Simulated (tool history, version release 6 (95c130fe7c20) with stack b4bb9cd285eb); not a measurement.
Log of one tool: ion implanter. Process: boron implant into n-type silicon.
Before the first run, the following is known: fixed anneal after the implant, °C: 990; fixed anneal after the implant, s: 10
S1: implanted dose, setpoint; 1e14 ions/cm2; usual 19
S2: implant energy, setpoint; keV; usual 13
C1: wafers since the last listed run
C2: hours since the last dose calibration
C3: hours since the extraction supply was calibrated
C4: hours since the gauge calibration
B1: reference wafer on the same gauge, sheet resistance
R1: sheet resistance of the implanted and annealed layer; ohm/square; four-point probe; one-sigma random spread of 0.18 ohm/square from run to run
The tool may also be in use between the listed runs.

| run | hour | S1 | S2 | C1 | C2 | C3 | C4 | B1 | R1 |
|---|---|---|---|---|---|---|---|---|---|
| 1 | 0 | 19 | 13 | 0 | 498.4 | 3698.1 | 1435.2 | 79.81 | 93.58 |
|  | 35.7 | Faraday cup replaced and dose calibrated |
| 2 | 62.7 | 19 | 13 | 862 | 27 | 3760.8 | 1497.9 | 79.82 | 92.3 |
| 3 | 113.9 | 19 | 13 | 807 | 78.2 | 3812 | 1549.1 | 79.84 | 92.57 |
| 4 | 275.8 | 19 | 13 | 2553 | 240.1 | 3973.9 | 1711 | 79.72 | 92.94 |
| 5 | 336.3 | 19 | 13 | 954 | 300.6 | 4034.4 | 1771.5 | 79.8 | 93.04 |
| 6 | 393.1 | 19 | 13 | 895 | 357.4 | 4091.2 | 1828.3 | 79.87 | 93.08 |
|  | 435.2 | extraction supply calibrated |
| 7 | 461.5 | 19 | 13 | 952 | 425.8 | 26.3 | 1896.7 | 79.8 | 94.91 |
| 8 | 488.3 | 19 | 13 | 422 | 452.6 | 53.1 | 1923.5 | 79.76 | 95.09 |
| 9 | 513.2 | 19 | 13 | 392 | 477.5 | 78 | 1948.4 | 79.8 | 95.08 |
|  | 545.7 | gauge calibrated |
|  | 549 | Faraday cup replaced and dose calibrated |
| 10 | 549.5 | 19 | 14.5 | 446 | 0.5 | 114.3 | 3.8 | 79.81 | 89.47 |
| 11 | 584.1 | 19 | 14.5 | 545 | 35.1 | 148.9 | 38.4 | 79.86 | 89.19 |
| 12 | 623.8 | 19 | 13 | 626 | 74.8 | 188.6 | 78.1 | 79.78 | 93.37 |
| 13 | 683.4 | 19 | 13 | 940 | 134.4 | 248.2 | 137.7 | 79.76 | 93.52 |
| 14 | 751.6 | 22.81 | 14 | 1075 | 202.6 | 316.4 | 205.9 | 79.84 | 85.92 |
| 15 | 791.9 | 22.81 | 14 | 635 | 242.9 | 356.7 | 246.2 | 79.87 | 85.83 |
| 16 | 845.8 | 19 | 13 | 850 | 296.8 | 410.6 | 300.1 | 79.83 | 93.84 |
| 17 | 883.8 | 19 | 13 | 599 | 334.8 | 448.6 | 338.1 | 79.82 | 94.01 |
| 18 | 1071.1 | 13.51 | 10 | 2954 | 522.1 | 635.9 | 525.4 | 79.89 | 119.16 |
|  | 1095.7 | Faraday cup replaced and dose calibrated |
| 19 | 1100.6 | 23.04 | 11.5 | 339 | 4.9 | 665.4 | 554.9 | 79.8 | 94.18 |
| 20 | 1140.1 | 17.29 | 17 | 623 | 44.4 | 704.9 | 594.4 | 79.83 | 87.7 |
| 21 | 1200.2 | 24.21 | 14 | 947 | 104.5 | 765 | 654.5 | 79.82 | 83.33 |
| 22 | 1246.4 | 22.52 | 11.5 | 728 | 150.7 | 811.2 | 700.7 | 79.78 | 94.31 |
| 23 | 1296.8 | 13.74 | 9 | 794 | 201.1 | 861.6 | 751.1 | 79.78 | 121.05 |
| 24 | 1344.6 | 13.35 | 13 | 753 | 248.9 | 909.4 | 798.9 | 79.85 | 107.98 |
| 25 | 1396.4 | 15.78 | 13 | 817 | 300.7 | 961.2 | 850.7 | 79.85 | 100.43 |
| 26 | 1425.2 | 20.79 | 9.5 | 454 | 329.5 | 990 | 879.5 | 79.81 | 106.43 |
| 27 | 1486.1 | 19 | 13 | 960 | 390.4 | 1050.9 | 940.4 | 79.76 | 93.71 |
| 28 | 1548.3 | 24.68 | 15 | 981 | 452.6 | 1113.1 | 1002.6 | 79.8 | 80.88 |
| 29 | 1596 | 15.08 | 14.5 | 752 | 500.3 | 1160.8 | 1050.3 | 79.8 | 99.76 |
|  | 1646.1 | Faraday cup replaced and dose calibrated |
| 30 | 1656.3 | 13.66 | 13 | 824 | 10.2 | 1221.1 | 1110.6 | 79.8 | 106.32 |
| 31 | 1727.4 | 19 | 13 | 1121 | 81.3 | 1292.2 | 1181.7 | 79.79 | 93.01 |
| 32 | 1762.1 | 19 | 13 | 547 | 116 | 1326.9 | 1216.4 | 79.73 | 93.37 |
| 33 | 1822.8 | 22.13 | 16 | 957 | 176.7 | 1387.6 | 1277.1 | 79.9 | 80.98 |
| 34 | 1858.8 | 19 | 13 | 567 | 212.7 | 1423.6 | 1313.1 | 79.85 | 93.38 |
| 35 | 1924.4 | 16.56 | 9.5 | 1034 | 278.3 | 1489.2 | 1378.7 | 79.8 | 112.42 |
| 36 | 1959.3 | 16.59 | 9.5 | 550 | 313.2 | 1524.1 | 1413.6 | 79.78 | 112.38 |
| 37 | 2027.7 | 19 | 13 | 1078 | 381.6 | 1592.5 | 1482 | 79.79 | 93.72 |
| 38 | 2056.6 | 19 | 13 | 455 | 410.5 | 1621.4 | 1510.9 | 79.79 | 93.58 |

State the hidden condition of the tool at each of the runs:
gauge reads high (%): 0 in every run
H1: deviation of the true dose from the Faraday cup's reading, %
H2: deviation of the true energy from its setpoint, %
| run | H1 | H2 |
|---|---|---|
| 1 | -4.03 | 3.58 |
| 2 | 0.0187 | 3.59 |
| 3 | -0.078 | 3.6 |
| 4 | -1 | 3.63 |
| 5 | -1.59 | 3.65 |
| 6 | -2.26 | 3.66 |
| 7 | -3.22 | 0.016 |
| 8 | -3.64 | 0.0917 |
| 9 | -4.06 | 0.161 |
| 10 | -0.00822 | 0.259 |
| 11 | -0.0303 | 0.351 |
| 12 | -0.109 | 0.454 |
| 13 | -0.332 | 0.603 |
| 14 | -0.744 | 0.765 |
| 15 | -1.07 | 0.858 |
| 16 | -1.59 | 0.978 |
| 17 | -2.02 | 1.06 |
| 18 | -4.9 | 1.43 |
| 19 | 0.508 | 1.49 |
| 20 | 0.473 | 1.56 |
| 21 | 0.312 | 1.67 |
| 22 | 0.101 | 1.74 |
| 23 | -0.217 | 1.83 |
| 24 | -0.603 | 1.9 |
| 25 | -1.11 | 1.98 |
| 26 | -1.44 | 2.02 |
| 27 | -2.22 | 2.11 |
| 28 | -3.17 | 2.2 |
| 29 | -3.98 | 2.26 |
| 30 | -0.42 | 2.34 |
| 31 | -0.537 | 2.42 |
| 32 | -0.659 | 2.46 |
| 33 | -0.978 | 2.53 |
| 34 | -1.23 | 2.57 |
| 35 | -1.81 | 2.64 |
| 36 | -2.18 | 2.68 |
| 37 | -3.03 | 2.75 |
| 38 | -3.44 | 2.77 |
